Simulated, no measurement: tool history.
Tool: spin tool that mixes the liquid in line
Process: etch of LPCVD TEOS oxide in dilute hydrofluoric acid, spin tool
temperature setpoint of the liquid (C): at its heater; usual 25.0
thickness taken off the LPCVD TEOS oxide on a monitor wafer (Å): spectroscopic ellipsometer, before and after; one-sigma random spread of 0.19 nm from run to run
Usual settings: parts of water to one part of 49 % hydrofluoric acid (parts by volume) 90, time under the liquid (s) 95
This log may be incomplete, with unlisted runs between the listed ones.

run    hour  temperature setpoint of the liquid (C)  parts of water to one part of 49 % hydrofluoric acid (parts by volume)  time under the liquid (s)  read-back film thickness of the LPCVD TEOS oxide reference wafer, read on the same gauge (nm)  thickness taken off the LPCVD TEOS oxide on a monitor wafer (Å)
  1     0.0                                    25.0                                                                      90                         95                                                                                          60.00                                                            580.7
  2    46.6                                    24.0                                                                      90                         95                                                                                          60.05                                                            558.4
  3   156.6                                    25.0                                                                     105                         95                                                                                          59.98                                                            493.3
  4   219.0                                    25.0                                                                      90                         95                                                                                          60.01                                                            584.7
  5   246.2                                    25.0                                                                      90                         95                                                                                          60.01                                                            586.5
  6   311.2                                    25.0                                                                      90                         95                                                                                          59.97                                                            589.7
  7   338.6                                    25.0                                                                      90                         55                                                                                          60.00                                                            344.0
  8   415.8                                    25.0                                                                      90                         55                                                                                          60.02                                                            343.4
  9   471.9                                    25.0                                                                      90                         95                                                                                          59.99                                                            596.5
 10   523.5                                    25.0                                                                      90                         95                                                                                          59.99                                                            599.4
 11   566.2                                    25.0                                                                      55                         95                                                                                          60.00                                                           1030.7
      605.0  -- thermometer replaced
      621.4  -- gauge calibrated
      675.6  -- hydrofluoric acid flow meter replaced
 12   733.9                                    21.0                                                                      60                         65                                                                                          59.98                                                            482.3
 13   768.4                                    28.5                                                                     130                         60                                                                                          60.02                                                            254.9
 14   804.1                                    25.0                                                                      90                        145                                                                                          60.03                                                            817.1
 15   833.0                                    25.0                                                                     105                         95                                                                                          59.97                                                            452.8
 16   864.7                                    28.5                                                                      70                        140                                                                                          60.02                                                           1202.2
 17   921.0                                    22.5                                                                      90                         95                                                                                          60.00                                                            491.5
 18   951.8                                    25.0                                                                      50                         95                                                                                          60.03                                                           1028.1
 19   991.4                                    25.0                                                                     125                         95                                                                                          60.02                                                            374.4
 20  1030.9                                    21.0                                                                      60                         65                                                                                          60.04                                                            495.0
 21  1089.2                                    25.0                                                                      90                         95                                                                                          60.00                                                            545.6
 22  1133.1                                    29.0                                                                      90                         95                                                                                          59.98                                                            640.5

Here are 5 independent what-if runs from the current tool condition. What would each one return?
  A  1133.5                                    25.0                                                                      90                         95                                                                                              ?                                                                ?
  B  1133.5                                    30.0                                                                      90                         95                                                                                              ?                                                                ?
  C  1133.5                                    25.0                                                                      90                         50                                                                                              ?                                                                ?
  D  1133.5                                    25.0                                                                      90                         60                                                                                              ?                                                                ?
  E  1133.5                                    23.5                                                                      90                         45                                                                                              ?                                                                ?

run  read-back film thickness of the LPCVD TEOS oxide reference wafer, read on the same gauge (nm)  thickness taken off the LPCVD TEOS oxide on a monitor wafer (Å)
  A                                                                                          60.00                                                            547.6
  B                                                                                          60.00                                                            664.1
  C                                                                                          60.00                                                            288.2
  D                                                                                          60.00                                                            345.8
  E                                                                                          60.00                                                            244.4
Without the tool's hidden state the same runs would have given:
run  thickness taken off the LPCVD TEOS oxide on a monitor wafer (Å)
  A                                                            528.2
  B                                                            640.9
  C                                                            278.0
  D                                                            333.6
  E                                                            235.7

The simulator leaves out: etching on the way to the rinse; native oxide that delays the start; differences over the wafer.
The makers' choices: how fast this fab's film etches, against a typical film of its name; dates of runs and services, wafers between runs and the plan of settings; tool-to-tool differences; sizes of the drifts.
